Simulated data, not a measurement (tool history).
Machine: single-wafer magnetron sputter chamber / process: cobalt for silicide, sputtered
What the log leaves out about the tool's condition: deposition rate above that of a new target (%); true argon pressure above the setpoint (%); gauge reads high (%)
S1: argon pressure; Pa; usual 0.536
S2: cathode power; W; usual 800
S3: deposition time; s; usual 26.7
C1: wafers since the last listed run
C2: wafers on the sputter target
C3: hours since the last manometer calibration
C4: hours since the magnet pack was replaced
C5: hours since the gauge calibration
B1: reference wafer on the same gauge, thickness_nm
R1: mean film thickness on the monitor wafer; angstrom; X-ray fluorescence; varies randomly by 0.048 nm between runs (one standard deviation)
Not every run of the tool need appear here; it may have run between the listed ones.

| run | hour | S1 | S2 | S3 | C1 | C2 | C3 | C4 | C5 | B1 | R1 |
|---|---|---|---|---|---|---|---|---|---|---|---|
| 1 | 0.0 | 0.536 | 800 | 26.7 | 0 | 2818 | 1609.7 | 4721.0 | 1080.6 | 11.178 | 104.76 |
| 2 | 59.3 | 0.536 | 900 | 24.0 | 1354 | 4173 | 1669.0 | 4780.3 | 1139.9 | 11.180 | 102.10 |
| 3 | 170.1 | 0.536 | 900 | 24.0 | 2531 | 6704 | 1779.8 | 4891.1 | 1250.7 | 11.198 | 100.96 |
|  | 219.7 | sputter target and shields replaced |
| 4 | 231.2 | 0.536 | 900 | 24.0 | 1213 | 261 | 1840.9 | 4952.2 | 1311.8 | 11.198 | 104.27 |
| 5 | 265.8 | 0.536 | 800 | 26.7 | 790 | 1052 | 1875.5 | 4986.8 | 1346.4 | 11.222 | 106.64 |
| 6 | 319.5 | 0.536 | 800 | 26.7 | 1226 | 2279 | 1929.2 | 5040.5 | 1400.1 | 11.195 | 106.49 |
| 7 | 385.6 | 0.536 | 800 | 26.7 | 1510 | 3789 | 1995.3 | 5106.6 | 1466.2 | 11.204 | 105.40 |
| 8 | 417.9 | 0.536 | 800 | 26.7 | 737 | 4527 | 2027.6 | 5138.9 | 1498.5 | 11.209 | 104.10 |
| 9 | 458.2 | 0.536 | 650 | 26.7 | 920 | 5447 | 2067.9 | 5179.2 | 1538.8 | 11.179 | 92.23 |
| 10 | 539.6 | 0.536 | 650 | 26.7 | 1859 | 7307 | 2149.3 | 5260.6 | 1620.2 | 11.184 | 92.33 |
|  | 585.3 | sputter target and shields replaced |
| 11 | 585.8 | 0.536 | 800 | 26.7 | 872 | 11 | 2195.5 | 5306.8 | 1666.4 | 11.204 | 107.22 |
| 12 | 653.4 | 0.536 | 900 | 30.3 | 1544 | 1555 | 2263.1 | 5374.4 | 1734.0 | 11.191 | 129.51 |
| 13 | 700.7 | 0.536 | 800 | 26.7 | 1080 | 2636 | 2310.4 | 5421.7 | 1781.3 | 11.194 | 104.85 |
|  | 710.6 | gauge calibrated |
| 14 | 725.2 | 0.536 | 800 | 26.7 | 559 | 3195 | 2334.9 | 5446.2 | 14.6 | 11.170 | 105.61 |
| 15 | 762.6 | 0.536 | 800 | 26.7 | 854 | 4050 | 2372.3 | 5483.6 | 52.0 | 11.202 | 105.44 |
| 16 | 799.6 | 0.536 | 800 | 26.7 | 845 | 4895 | 2409.3 | 5520.6 | 89.0 | 11.205 | 105.92 |
| 17 | 830.5 | 0.536 | 800 | 26.7 | 705 | 5601 | 2440.2 | 5551.5 | 119.9 | 11.186 | 104.95 |
|  | 839.7 | capacitance manometer re-zeroed and calibrated |
| 18 | 862.5 | 0.438 | 700 | 25.1 | 548 | 6149 | 22.8 | 5583.5 | 151.9 | 11.195 | 92.52 |
|  | 904.4 | magnet pack replaced, of another model than before |
| 19 | 916.0 | 0.536 | 900 | 26.7 | 1039 | 7189 | 76.3 | 11.6 | 205.4 | 11.174 | 112.90 |
|  | 930.9 | sputter target and shields replaced |
| 20 | 964.2 | 0.438 | 700 | 25.1 | 918 | 759 | 124.5 | 59.8 | 253.6 | 11.211 | 97.18 |
| 21 | 1033.4 | 0.350 | 800 | 26.7 | 1580 | 2340 | 193.7 | 129.0 | 322.8 | 11.222 | 115.43 |
| 22 | 1083.6 | 0.536 | 700 | 26.7 | 1146 | 3487 | 243.9 | 179.2 | 373.0 | 11.214 | 97.04 |
| 23 | 1124.0 | 0.658 | 850 | 30.7 | 922 | 4410 | 284.3 | 219.6 | 413.4 | 11.209 | 117.56 |
| 24 | 1153.8 | 0.536 | 800 | 30.2 | 680 | 5090 | 314.1 | 249.4 | 443.2 | 11.207 | 118.40 |
| 25 | 1208.0 | 0.714 | 800 | 26.7 | 1238 | 6329 | 368.3 | 303.6 | 497.4 | 11.181 | 95.71 |
|  | 1264.3 | sputter target and shields replaced |
| 26 | 1384.6 | 0.423 | 750 | 21.4 | 3851 | 2748 | 544.9 | 480.2 | 674.0 | 11.187 | 85.67 |
| 27 | 1420.4 | 0.536 | 950 | 29.5 | 817 | 3566 | 580.7 | 516.0 | 709.8 | 11.215 | 129.17 |
| 28 | 1491.3 | 0.536 | 650 | 30.7 | 1619 | 5185 | 651.6 | 586.9 | 780.7 | 11.215 | 105.52 |
| 29 | 1530.3 | 0.696 | 900 | 25.3 | 890 | 6076 | 690.6 | 625.9 | 819.7 | 11.219 | 99.11 |
| 30 | 1562.7 | 0.680 | 800 | 26.7 | 740 | 6816 | 723.0 | 658.3 | 852.1 | 11.217 | 97.74 |

The same runs without the tool's hidden state, with the same run-to-run variation:
| run | R1 |
|---|---|
| 1 | 107.29 |
| 2 | 105.02 |
| 3 | 104.27 |
| 4 | 104.88 |
| 5 | 108.03 |
| 6 | 108.71 |
| 7 | 108.23 |
| 8 | 107.08 |
| 9 | 95.03 |
| 10 | 95.34 |
| 11 | 107.25 |
| 12 | 131.29 |
| 13 | 106.91 |
| 14 | 107.92 |
| 15 | 108.03 |
| 16 | 108.72 |
| 17 | 107.86 |
| 18 | 95.16 |
| 19 | 116.26 |
| 20 | 98.00 |
| 21 | 117.61 |
| 22 | 99.32 |
| 23 | 120.63 |
| 24 | 121.65 |
| 25 | 98.51 |
| 26 | 87.51 |
| 27 | 132.34 |
| 28 | 108.52 |
| 29 | 102.06 |
| 30 | 100.73 |
